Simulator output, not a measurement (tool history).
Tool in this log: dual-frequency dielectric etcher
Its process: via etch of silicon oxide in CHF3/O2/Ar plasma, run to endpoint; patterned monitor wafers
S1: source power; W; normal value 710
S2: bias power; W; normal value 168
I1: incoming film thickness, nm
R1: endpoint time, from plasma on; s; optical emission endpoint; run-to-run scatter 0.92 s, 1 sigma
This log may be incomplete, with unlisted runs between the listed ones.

run 1 hour=0.0 | S1=710 S2=168 | I1=658.3 | R1=310.3
run 2 hour=56.4 | S1=710 S2=168 | I1=662.9 | R1=314.4
run 3 hour=149.0 | S1=710 S2=168 | I1=655.1 | R1=312.5
run 4 hour=185.1 | S1=710 S2=168 | I1=661.5 | R1=316.1
run 5 hour=282.9 | S1=710 S2=168 | I1=655.6 | R1=315.3
run 6 hour=382.6 | S1=710 S2=168 | I1=657.3 | R1=319.3
-- hour=448.1 wet clean of the chamber
run 7 hour=448.6 | S1=710 S2=168 | I1=661.8 | R1=307.4
run 8 hour=512.4 | S1=710 S2=146 | I1=653.7 | R1=317.8
run 9 hour=591.7 | S1=710 S2=168 | I1=656.5 | R1=307.9
run 10 hour=687.8 | S1=800 S2=168 | I1=655.6 | R1=301.0
run 11 hour=766.2 | S1=800 S2=168 | I1=659.9 | R1=305.2
run 12 hour=838.2 | S1=800 S2=168 | I1=656.2 | R1=302.9
run 13 hour=899.0 | S1=710 S2=168 | I1=656.2 | R1=314.6
run 14 hour=946.6 | S1=640 S2=179 | I1=662.3 | R1=318.7
run 15 hour=997.1 | S1=710 S2=168 | I1=650.2 | R1=314.7
-- hour=1173.7 wet clean of the chamber
-- hour=1189.0 source power generator calibrated
run 16 hour=1294.5 | S1=710 S2=168 | I1=659.2 | R1=309.6
run 17 hour=1365.1 | S1=610 S2=205 | I1=657.7 | R1=301.7
-- hour=1388.8 bias power generator calibrated
run 18 hour=1466.6 | S1=850 S2=186 | I1=659.2 | R1=293.3

Run 19 is up next; what results do you expect?
run 19 hour=1531.6 | S1=580 S2=187 | I1=652.9 | R1=?

R1: 312.8 s
With the hidden condition absent and the run-to-run variation left alone, this run would have shown R1 305.0 s.
